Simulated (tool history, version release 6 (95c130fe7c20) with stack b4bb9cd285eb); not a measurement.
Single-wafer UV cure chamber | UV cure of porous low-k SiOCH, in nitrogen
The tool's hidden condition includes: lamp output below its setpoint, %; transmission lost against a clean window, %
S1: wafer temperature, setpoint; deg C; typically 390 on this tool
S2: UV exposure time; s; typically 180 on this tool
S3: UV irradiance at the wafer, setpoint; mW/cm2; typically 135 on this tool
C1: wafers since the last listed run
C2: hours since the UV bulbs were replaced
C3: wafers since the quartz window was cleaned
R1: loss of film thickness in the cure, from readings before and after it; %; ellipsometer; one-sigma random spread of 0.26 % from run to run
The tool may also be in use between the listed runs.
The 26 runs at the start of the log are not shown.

run 27 hour=279.5 | S1=401 S2=245 S3=118 | C1=150 C2=1696 C3=2567 | R1=15.761
run 28 hour=294.3 | S1=390 S2=180 S3=135 | C1=136 C2=1710.8 C3=2704 | R1=13.937
run 29 hour=311.1 | S1=401 S2=220 S3=124 | C1=155 C2=1727.6 C3=2859 | R1=15.132
run 30 hour=327.6 | S1=372 S2=180 S3=135 | C1=152 C2=1744.1 C3=3012 | R1=13.581
run 31 hour=359.5 | S1=390 S2=250 S3=135 | C1=295 C2=1776 C3=3307 | R1=15.672
-- hour=372.5 UV bulbs replaced
-- hour=375.4 quartz window cleaned
run 32 hour=375.9 | S1=390 S2=180 S3=135 | C1=50 C2=3.4 C3=4 | R1=15.103
run 33 hour=380.4 | S1=390 S2=180 S3=135 | C1=41 C2=7.9 C3=46 | R1=15.666
run 34 hour=389.9 | S1=390 S2=140 S3=96 | C1=87 C2=17.4 C3=133 | R1=11.762
run 35 hour=399.8 | S1=381 S2=150 S3=135 | C1=91 C2=27.3 C3=225 | R1=14.175
run 36 hour=410.5 | S1=371 S2=180 S3=169 | C1=99 C2=38 C3=324 | R1=15.956
run 37 hour=416.9 | S1=390 S2=180 S3=135 | C1=59 C2=44.4 C3=383 | R1=14.738
run 38 hour=433.3 | S1=375 S2=180 S3=169 | C1=151 C2=60.8 C3=535 | R1=15.6
run 39 hour=450.6 | S1=377 S2=90 S3=100 | C1=160 C2=78.1 C3=695 | R1=9.215
run 40 hour=458.7 | S1=371 S2=105 S3=104 | C1=74 C2=86.2 C3=770 | R1=10.123
run 41 hour=467 | S1=410 S2=180 S3=135 | C1=76 C2=94.5 C3=847 | R1=15.228
run 42 hour=474.4 | S1=390 S2=180 S3=156 | C1=68 C2=101.9 C3=915 | R1=15.02

5 options for the next run, each taken on its own from the tool as it stands now. Forecast them:
run A hour=474.9 | S1=390 S2=180 S3=135 | C1=4 C2=102.4 C3=920 | R1=?
run B hour=474.9 | S1=390 S2=275 S3=163 | C1=4 C2=102.4 C3=920 | R1=?
run C hour=474.9 | S1=370 S2=210 S3=169 | C1=4 C2=102.4 C3=920 | R1=?
run D hour=474.9 | S1=403 S2=245 S3=171 | C1=4 C2=102.4 C3=920 | R1=?
run E hour=474.9 | S1=378 S2=250 S3=135 | C1=4 C2=102.4 C3=920 | R1=?

run=A R1=15.17
run=B R1=18.853
run=C R1=16.935
run=D R1=18.748
run=E R1=16.832
With no hidden state in the tool, these same runs would have given:
run=A R1=15.953
run=B R1=19.672
run=C R1=17.738
run=D R1=19.566
run=E R1=17.634
